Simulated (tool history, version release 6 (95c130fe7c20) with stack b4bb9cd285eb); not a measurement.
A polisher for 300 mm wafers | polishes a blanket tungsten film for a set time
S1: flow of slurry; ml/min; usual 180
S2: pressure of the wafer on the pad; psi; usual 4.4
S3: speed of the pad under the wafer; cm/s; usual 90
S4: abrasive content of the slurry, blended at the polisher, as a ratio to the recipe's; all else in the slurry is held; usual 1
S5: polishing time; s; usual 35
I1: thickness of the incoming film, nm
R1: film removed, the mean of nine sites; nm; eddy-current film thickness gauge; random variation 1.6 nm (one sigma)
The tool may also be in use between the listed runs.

{"run": 1, "hour": 0.0, "S1": 180, "S2": 4.4, "S3": 90, "S4": 1, "S5": 35, "I1": 785.9, "R1": 182}
{"hour": 18.3, "done": "slurry tank refilled with fresh slurry and peroxide"}
{"run": 2, "hour": 32.9, "S1": 180, "S2": 4.4, "S3": 90, "S4": 1, "S5": 35, "I1": 786.9, "R1": 184.9}
{"hour": 55.5, "done": "slurry nozzle cleaned"}
{"run": 3, "hour": 65.0, "S1": 180, "S2": 4.4, "S3": 90, "S4": 1, "S5": 35, "I1": 793.4, "R1": 186.4}
{"run": 4, "hour": 95.9, "S1": 180, "S2": 4.4, "S3": 90, "S4": 1, "S5": 35, "I1": 781.6, "R1": 182.9}
{"hour": 114.6, "done": "slurry blender recalibrated"}
{"run": 5, "hour": 136.2, "S1": 180, "S2": 4.4, "S3": 90, "S4": 1, "S5": 35, "I1": 805.5, "R1": 185.5}
{"hour": 153.7, "done": "worn pad replaced by a new one"}
{"run": 6, "hour": 154.2, "S1": 180, "S2": 4.4, "S3": 90, "S4": 1, "S5": 35, "I1": 806.1, "R1": 185.3}
{"hour": 156.0, "done": "slurry tank refilled with fresh slurry and peroxide"}
{"run": 7, "hour": 165.8, "S1": 180, "S2": 4.4, "S3": 90, "S4": 1, "S5": 35, "I1": 788.5, "R1": 186.1}
{"run": 8, "hour": 193.0, "S1": 180, "S2": 4.4, "S3": 90, "S4": 1, "S5": 35, "I1": 782.3, "R1": 190.6}
{"run": 9, "hour": 214.8, "S1": 180, "S2": 4.4, "S3": 90, "S4": 1, "S5": 35, "I1": 785.4, "R1": 188.9}
{"run": 10, "hour": 246.0, "S1": 180, "S2": 4.4, "S3": 90, "S4": 1, "S5": 35, "I1": 796.1, "R1": 190}
{"run": 11, "hour": 259.1, "S1": 200, "S2": 4.4, "S3": 70, "S4": 1, "S5": 35, "I1": 775.9, "R1": 169.6}
{"hour": 293.4, "done": "slurry tank refilled with fresh slurry and peroxide"}
{"run": 12, "hour": 293.9, "S1": 200, "S2": 4.4, "S3": 70, "S4": 1, "S5": 35, "I1": 782.2, "R1": 166.4}
{"hour": 300.7, "done": "worn pad replaced by a new one"}
{"run": 13, "hour": 312.8, "S1": 180, "S2": 4.4, "S3": 90, "S4": 1, "S5": 25, "I1": 805.8, "R1": 135.6}
{"run": 14, "hour": 342.1, "S1": 130, "S2": 4.4, "S3": 66, "S4": 1, "S5": 35, "I1": 790.7, "R1": 152.9}
{"hour": 353.1, "done": "slurry blender recalibrated"}
{"run": 15, "hour": 358.7, "S1": 180, "S2": 4.4, "S3": 90, "S4": 1, "S5": 35, "I1": 779.9, "R1": 193.8}
{"run": 16, "hour": 392.0, "S1": 180, "S2": 4.4, "S3": 90, "S4": 1.2, "S5": 35, "I1": 791.5, "R1": 205.6}
{"hour": 397.9, "done": "head pressure recalibrated"}
{"run": 17, "hour": 423.7, "S1": 180, "S2": 4.4, "S3": 90, "S4": 1, "S5": 35, "I1": 781.8, "R1": 185.2}
{"hour": 433.2, "done": "slurry nozzle cleaned"}
{"run": 18, "hour": 453.0, "S1": 180, "S2": 3.2, "S3": 90, "S4": 1, "S5": 35, "I1": 791.4, "R1": 134.1}
{"hour": 461.3, "done": "slurry tank refilled with fresh slurry and peroxide"}
{"run": 19, "hour": 466.7, "S1": 180, "S2": 4.4, "S3": 90, "S4": 1, "S5": 35, "I1": 790.2, "R1": 183.3}
{"hour": 474.9, "done": "worn pad replaced by a new one"}
{"run": 20, "hour": 496.8, "S1": 180, "S2": 4.4, "S3": 90, "S4": 1.2, "S5": 35, "I1": 782.3, "R1": 198.9}
{"run": 21, "hour": 515.5, "S1": 180, "S2": 4.4, "S3": 62, "S4": 1, "S5": 25, "I1": 792.5, "R1": 109.2}
{"run": 22, "hour": 538.7, "S1": 180, "S2": 4.4, "S3": 90, "S4": 1.2, "S5": 35, "I1": 785.5, "R1": 197.9}
{"run": 23, "hour": 566.1, "S1": 180, "S2": 4.4, "S3": 90, "S4": 0.75, "S5": 27, "I1": 790.4, "R1": 128.4}
{"hour": 597.5, "done": "slurry blender recalibrated"}
{"run": 24, "hour": 600.0, "S1": 120, "S2": 4.4, "S3": 114, "S4": 1, "S5": 35, "I1": 785.6, "R1": 208.1}
{"hour": 608.5, "done": "worn pad replaced by a new one"}
{"run": 25, "hour": 620.8, "S1": 180, "S2": 4.4, "S3": 90, "S4": 1, "S5": 35, "I1": 789.5, "R1": 187.7}
{"hour": 628.6, "done": "slurry tank refilled with fresh slurry and peroxide"}
{"run": 26, "hour": 640.8, "S1": 120, "S2": 3.6, "S3": 90, "S4": 0.85, "S5": 41, "I1": 781.3, "R1": 160.2}
{"run": 27, "hour": 669.9, "S1": 160, "S2": 5.4, "S3": 82, "S4": 1.3, "S5": 35, "I1": 780, "R1": 236.1}

Forecast each of these 3 alternatives for the next run:
{"run": "A", "hour": 670.3, "S1": 180, "S2": 4.4, "S3": 76, "S4": 1, "S5": 35, "I1": 793.7, "R1": "?"}
{"run": "B", "hour": 670.3, "S1": 220, "S2": 4.4, "S3": 90, "S4": 1, "S5": 35, "I1": 793.7, "R1": "?"}
{"run": "C", "hour": 670.3, "S1": 180, "S2": 4, "S3": 90, "S4": 1, "S5": 35, "I1": 793.7, "R1": "?"}

run=A R1=171.8
run=B R1=194.1
run=C R1=172.2
Without the tool's hidden state the same runs would have given:
run=A R1=162.6
run=B R1=183.7
run=C R1=163

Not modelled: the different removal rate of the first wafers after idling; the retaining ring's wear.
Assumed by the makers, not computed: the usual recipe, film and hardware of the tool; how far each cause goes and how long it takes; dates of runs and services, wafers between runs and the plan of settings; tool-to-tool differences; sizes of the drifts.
